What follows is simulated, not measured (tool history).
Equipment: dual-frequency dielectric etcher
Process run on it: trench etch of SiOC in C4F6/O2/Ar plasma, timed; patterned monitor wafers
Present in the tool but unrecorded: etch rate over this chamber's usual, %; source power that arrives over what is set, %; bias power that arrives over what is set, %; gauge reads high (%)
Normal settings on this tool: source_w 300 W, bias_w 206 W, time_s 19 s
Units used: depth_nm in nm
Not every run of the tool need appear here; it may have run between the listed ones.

| run | day | source_w | bias_w | time_s | wafers since the last listed run | hours since the last wet clean | hours since the last source power generator calibration | hours since the last bias power generator calibration | hours since the last upper electrode change | hours since the gauge calibration | read-back reference wafer on the same gauge, depth_nm | depth_nm |
|---|---|---|---|---|---|---|---|---|---|---|---|---|
| 1 | 0 | 320 | 206 | 19 | 0 | 22.8 | 1703.3 | 2097.5 | 3289.2 | 72.7 | 34.44 | 37.73 |
| 2 | 2.088 | 300 | 247 | 19 | 970 | 72.9 | 1753.4 | 2147.6 | 3339.3 | 122.8 | 34.32 | 38.59 |
| 3 | 3.571 | 300 | 247 | 19 | 689 | 108.5 | 1789 | 2183.2 | 3374.9 | 158.4 | 34.35 | 38.11 |
| 4 | 5 | 300 | 247 | 19 | 664 | 142.8 | 1823.3 | 2217.5 | 3409.2 | 192.7 | 34.42 | 38.83 |
| 5 | 6.771 | 300 | 206 | 19 | 823 | 185.3 | 1865.8 | 2260 | 3451.7 | 235.2 | 34.36 | 36.18 |
| 6 | 8.717 | 300 | 166 | 19 | 904 | 232 | 1912.5 | 2306.7 | 3498.4 | 281.9 | 34.4 | 33.41 |
| 7 | 11.062 | 300 | 182 | 19 | 1090 | 288.3 | 1968.8 | 2363 | 3554.7 | 338.2 | 34.46 | 34.01 |
| 8 | 12.442 | 300 | 206 | 19 | 640 | 321.4 | 2001.9 | 2396.1 | 3587.8 | 371.3 | 34.42 | 35.78 |
| 9 | 14.325 | 300 | 206 | 19 | 875 | 366.6 | 2047.1 | 2441.3 | 3633 | 416.5 | 34.38 | 35.84 |
| 10 | 16.533 | 300 | 206 | 19 | 1026 | 419.6 | 2100.1 | 2494.3 | 3686 | 469.5 | 34.36 | 35.39 |
| 11 | 17.929 | 300 | 206 | 19 | 648 | 453.1 | 2133.6 | 2527.8 | 3719.5 | 503 | 34.4 | 35.4 |
| 12 | 20.521 | 270 | 206 | 19 | 1204 | 515.3 | 2195.8 | 2590 | 3781.7 | 565.2 | 34.47 | 33.88 |
|  | 26.942 | wet clean of the chamber |
| 13 | 28.6 | 270 | 206 | 19 | 3290 | 39.8 | 2389.7 | 2783.9 | 3975.6 | 759.1 | 34.39 | 34.82 |
| 14 | 30.279 | 300 | 206 | 19 | 780 | 80.1 | 2430 | 2824.2 | 4015.9 | 799.4 | 34.4 | 36 |
|  | 31.408 | gauge calibrated |
| 15 | 34.012 | 370 | 206 | 19 | 1735 | 169.7 | 2519.6 | 2913.8 | 4105.5 | 62.5 | 34.37 | 38.35 |
| 16 | 35.533 | 280 | 222 | 19 | 706 | 206.2 | 2556.1 | 2950.3 | 4142 | 99 | 34.41 | 35.99 |
|  | 35.796 | source power generator calibrated |
|  | 37.688 | bias power generator calibrated |
|  | 37.717 | upper electrode replaced, of another model than before |
| 17 | 38.046 | 360 | 251 | 15 | 1000 | 266.5 | 54 | 8.6 | 7.9 | 159.3 | 34.43 | 34.13 |
| 18 | 41.708 | 300 | 206 | 14 | 1702 | 354.4 | 141.9 | 96.5 | 95.8 | 247.2 | 34.36 | 26.07 |
| 19 | 43.104 | 300 | 206 | 16 | 648 | 387.9 | 175.4 | 130 | 129.3 | 280.7 | 34.4 | 29.77 |
| 20 | 44.788 | 340 | 158 | 22 | 782 | 428.3 | 215.8 | 170.4 | 169.7 | 321.1 | 34.41 | 36.8 |
| 21 | 46.875 | 350 | 244 | 15 | 970 | 478.4 | 265.9 | 220.5 | 219.8 | 371.2 | 34.4 | 32.81 |
| 22 | 49.054 | 300 | 206 | 19 | 1012 | 530.7 | 318.2 | 272.8 | 272.1 | 423.5 | 34.42 | 34.98 |
|  | 51.046 | wet clean of the chamber |
| 23 | 57.854 | 300 | 206 | 21 | 3625 | 163.4 | 529.4 | 484 | 483.3 | 634.7 | 34.35 | 39.62 |
| 24 | 59.392 | 220 | 206 | 19 | 714 | 200.3 | 566.3 | 520.9 | 520.2 | 671.6 | 34.49 | 30 |
| 25 | 61.821 | 350 | 252 | 15.5 | 1128 | 258.6 | 624.6 | 579.2 | 578.5 | 729.9 | 34.43 | 34.94 |
| 26 | 64.796 | 300 | 206 | 19 | 1382 | 330 | 696 | 650.6 | 649.9 | 801.3 | 34.42 | 35.65 |
| 27 | 67.071 | 330 | 206 | 14 | 1057 | 384.6 | 750.6 | 705.2 | 704.5 | 855.9 | 34.36 | 27.19 |

Below are 4 alternative next runs, each starting from the tool's condition after run 27. Predict each:
| A | 67.088 | 350 | 206 | 19 | 7 | 385 | 751 | 705.6 | 704.9 | 856.3 | ? | ? |
| B | 67.088 | 250 | 206 | 13.5 | 7 | 385 | 751 | 705.6 | 704.9 | 856.3 | ? | ? |
| C | 67.088 | 350 | 206 | 16 | 7 | 385 | 751 | 705.6 | 704.9 | 856.3 | ? | ? |
| D | 67.088 | 370 | 239 | 23.5 | 7 | 385 | 751 | 705.6 | 704.9 | 856.3 | ? | ? |

| run | read-back reference wafer on the same gauge, depth_nm | depth_nm |
|---|---|---|
| A | 34.37 | 37.91 |
| B | 34.37 | 22.73 |
| C | 34.37 | 31.93 |
| D | 34.37 | 52.32 |
With no hidden state in the tool, these same runs would have given:
| run | depth_nm |
|---|---|
| A | 39.08 |
| B | 23.43 |
| C | 32.91 |
| D | 53.93 |
